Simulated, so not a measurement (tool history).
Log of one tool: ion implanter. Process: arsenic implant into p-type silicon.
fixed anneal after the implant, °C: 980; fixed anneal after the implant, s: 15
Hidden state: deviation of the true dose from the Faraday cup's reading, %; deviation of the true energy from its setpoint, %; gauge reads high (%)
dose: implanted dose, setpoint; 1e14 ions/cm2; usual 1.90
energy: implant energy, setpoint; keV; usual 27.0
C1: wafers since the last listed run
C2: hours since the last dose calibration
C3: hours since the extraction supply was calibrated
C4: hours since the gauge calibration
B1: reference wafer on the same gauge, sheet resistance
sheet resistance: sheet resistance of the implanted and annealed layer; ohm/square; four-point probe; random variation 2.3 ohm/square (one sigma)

Run 1, hour 0.0: usual settings; C1 0; C2 1050.8; C3 5537.6; C4 306.0; B1 368.65. Result: sheet resistance 409.55 ohm/square.
Run 2, hour 45.0: usual settings; C1 674; C2 1095.8; C3 5582.6; C4 351.0; B1 369.11. Result: sheet resistance 408.78 ohm/square.
Run 3, hour 76.9: usual settings but energy 21.0 keV; C1 478; C2 1127.7; C3 5614.5; C4 382.9; B1 368.94. Result: sheet resistance 423.13 ohm/square.
Run 4, hour 111.5: usual settings; C1 518; C2 1162.3; C3 5649.1; C4 417.5; B1 368.26. Result: sheet resistance 412.72 ohm/square.
Run 5, hour 127.0: usual settings; C1 232; C2 1177.8; C3 5664.6; C4 433.0; B1 369.35. Result: sheet resistance 403.89 ohm/square.
Run 6, hour 152.4: usual settings; C1 380; C2 1203.2; C3 5690.0; C4 458.4; B1 368.90. Result: sheet resistance 413.09 ohm/square.
Run 7, hour 170.8: usual settings; C1 275; C2 1221.6; C3 5708.4; C4 476.8; B1 369.00. Result: sheet resistance 410.00 ohm/square.
Run 8, hour 186.3: usual settings; C1 232; C2 1237.1; C3 5723.9; C4 492.3; B1 369.11. Result: sheet resistance 412.64 ohm/square.
Run 9, hour 221.5: usual settings but energy 33.5 keV; C1 527; C2 1272.3; C3 5759.1; C4 527.5; B1 369.16. Result: sheet resistance 397.01 ohm/square.
Run 10, hour 243.1: usual settings but dose 1.65 1e14 ions/cm2, energy 32.0 keV; C1 323; C2 1293.9; C3 5780.7; C4 549.1; B1 369.18. Result: sheet resistance 447.88 ohm/square.
Run 11, hour 266.0: usual settings but dose 1.62 1e14 ions/cm2; C1 343; C2 1316.8; C3 5803.6; C4 572.0; B1 368.84. Result: sheet resistance 458.08 ohm/square.
Run 12, hour 278.4: usual settings but dose 1.62 1e14 ions/cm2; C1 185; C2 1329.2; C3 5816.0; C4 584.4; B1 369.14. Result: sheet resistance 463.46 ohm/square.
Run 13, hour 341.5: usual settings but dose 1.62 1e14 ions/cm2; C1 945; C2 1392.3; C3 5879.1; C4 647.5; B1 369.36. Result: sheet resistance 463.25 ohm/square.
Run 14, hour 363.6: usual settings; C1 331; C2 1414.4; C3 5901.2; C4 669.6; B1 368.50. Result: sheet resistance 415.33 ohm/square.
Run 15, hour 380.2: usual settings; C1 248; C2 1431.0; C3 5917.8; C4 686.2; B1 369.43. Result: sheet resistance 417.82 ohm/square.
Run 16, hour 416.0: usual settings; C1 536; C2 1466.8; C3 5953.6; C4 722.0; B1 369.33. Result: sheet resistance 417.81 ohm/square.
Run 17, hour 444.4: usual settings but dose 2.23 1e14 ions/cm2, energy 34.0 keV; C1 425; C2 1495.2; C3 5982.0; C4 750.4; B1 368.89. Result: sheet resistance 361.25 ohm/square.
Run 18, hour 458.7: usual settings but dose 2.39 1e14 ions/cm2, energy 32.0 keV; C1 214; C2 1509.5; C3 5996.3; C4 764.7; B1 369.34. Result: sheet resistance 345.78 ohm/square.
Run 19, hour 489.0: usual settings but dose 2.26 1e14 ions/cm2, energy 19.5 keV; C1 454; C2 1539.8; C3 6026.6; C4 795.0; B1 368.90. Result: sheet resistance 385.99 ohm/square.
At hour 489.2: gauge calibrated.
Run 20, hour 501.4: usual settings but energy 19.5 keV; C1 185; C2 1552.2; C3 6039.0; C4 12.2; B1 369.75. Result: sheet resistance 441.41 ohm/square.
At hour 533.2: Faraday cup replaced and dose calibrated.
Run 21, hour 533.7: usual settings; C1 364; C2 0.5; C3 6071.3; C4 44.5; B1 368.88. Result: sheet resistance 403.08 ohm/square.
Run 22, hour 548.2: usual settings; C1 217; C2 15.0; C3 6085.8; C4 59.0; B1 369.18. Result: sheet resistance 402.55 ohm/square.
Run 23, hour 575.4: usual settings but dose 1.74 1e14 ions/cm2, energy 34.5 keV; C1 407; C2 42.2; C3 6113.0; C4 86.2; B1 369.09. Result: sheet resistance 411.08 ohm/square.
At hour 607.9: extraction supply calibrated.
Run 24, hour 608.4: usual settings but dose 1.65 1e14 ions/cm2, energy 33.5 keV; C1 374; C2 75.2; C3 0.5; C4 119.2; B1 368.81. Result: sheet resistance 425.29 ohm/square.
Run 25, hour 620.0: usual settings; C1 173; C2 86.8; C3 12.1; C4 130.8; B1 369.32. Result: sheet resistance 399.88 ohm/square.
Run 26, hour 655.5: usual settings but dose 2.31 1e14 ions/cm2, energy 18.5 keV; C1 532; C2 122.3; C3 47.6; C4 166.3; B1 368.94. Result: sheet resistance 365.13 ohm/square.
Run 27, hour 681.5: usual settings but dose 1.69 1e14 ions/cm2, energy 34.5 keV; C1 389; C2 148.3; C3 73.6; C4 192.3; B1 369.17. Result: sheet resistance 416.57 ohm/square.
Run 28, hour 696.1: usual settings but dose 1.36 1e14 ions/cm2; C1 218; C2 162.9; C3 88.2; C4 206.9; B1 369.42. Result: sheet resistance 507.61 ohm/square.
Run 29, hour 713.0: usual settings; C1 253; C2 179.8; C3 105.1; C4 223.8; B1 369.01. Result: sheet resistance 397.62 ohm/square.
Run 30, hour 737.9: usual settings but dose 1.70 1e14 ions/cm2, energy 33.5 keV; C1 373; C2 204.7; C3 130.0; C4 248.7; B1 369.53. Result: sheet resistance 417.40 ohm/square.
Run 31, hour 770.3: usual settings but energy 18.0 keV; C1 485; C2 237.1; C3 162.4; C4 281.1; B1 369.06. Result: sheet resistance 425.35 ohm/square.
Run 32, hour 797.0: usual settings but dose 1.47 1e14 ions/cm2; C1 400; C2 263.8; C3 189.1; C4 307.8; B1 369.15. Result: sheet resistance 475.06 ohm/square.
Run 33, hour 811.6: usual settings but dose 1.49 1e14 ions/cm2, energy 24.5 keV; C1 218; C2 278.4; C3 203.7; C4 322.4; B1 368.40. Result: sheet resistance 490.50 ohm/square.
Run 34, hour 844.3: usual settings; C1 490; C2 311.1; C3 236.4; C4 355.1; B1 369.28. Result: sheet resistance 402.14 ohm/square.
Run 35, hour 857.8: usual settings but dose 1.73 1e14 ions/cm2, energy 29.5 keV; C1 202; C2 324.6; C3 249.9; C4 368.6; B1 368.97. Result: sheet resistance 423.29 ohm/square.
Run 36, hour 886.9: usual settings; C1 436; C2 353.7; C3 279.0; C4 397.7; B1 368.96. Result: sheet resistance 397.45 ohm/square.
Run 37, hour 929.5: usual settings but dose 1.67 1e14 ions/cm2, energy 19.0 keV; C1 638; C2 396.3; C3 321.6; C4 440.3; B1 368.45. Result: sheet resistance 464.19 ohm/square.
Run 38, hour 946.2: usual settings but dose 2.40 1e14 ions/cm2, energy 22.0 keV; C1 250; C2 413.0; C3 338.3; C4 457.0; B1 368.72. Result: sheet resistance 347.84 ohm/square.

Some steps in sheet resistance between neighbouring runs. How much of each would the tool show without its hidden state too (settings, what came in, random variation), and how much is left for the hidden state, with any gauge scatter that isn't in both results?
Run 18 -> 19: dose 2.39 -> 2.26, energy 32.0 -> 19.5. sheet resistance +40.21 ohm/square: hidden state +2.60, all else +37.61.
Run 19 -> 20: dose 2.26 -> 1.90, gauge calibrated. sheet resistance +55.42 ohm/square: hidden state +2.54, all else +52.88.
Run 20 -> 21: energy 19.5 -> 27.0, Faraday cup replaced and dose calibrated. sheet resistance -38.33 ohm/square: hidden state -19.45, all else -18.88.
Run 27 -> 28: dose 1.69 -> 1.36, energy 34.5 -> 27.0. sheet resistance +91.04 ohm/square: hidden state +0.03, all else +91.01.
Run 28 -> 29: dose 1.36 -> 1.90. sheet resistance -109.99 ohm/square: hidden state +0.05, all else -110.04.
Run 37 -> 38: dose 1.67 -> 2.40, energy 19.0 -> 22.0. sheet resistance -116.35 ohm/square: hidden state -0.17, all else -116.18.
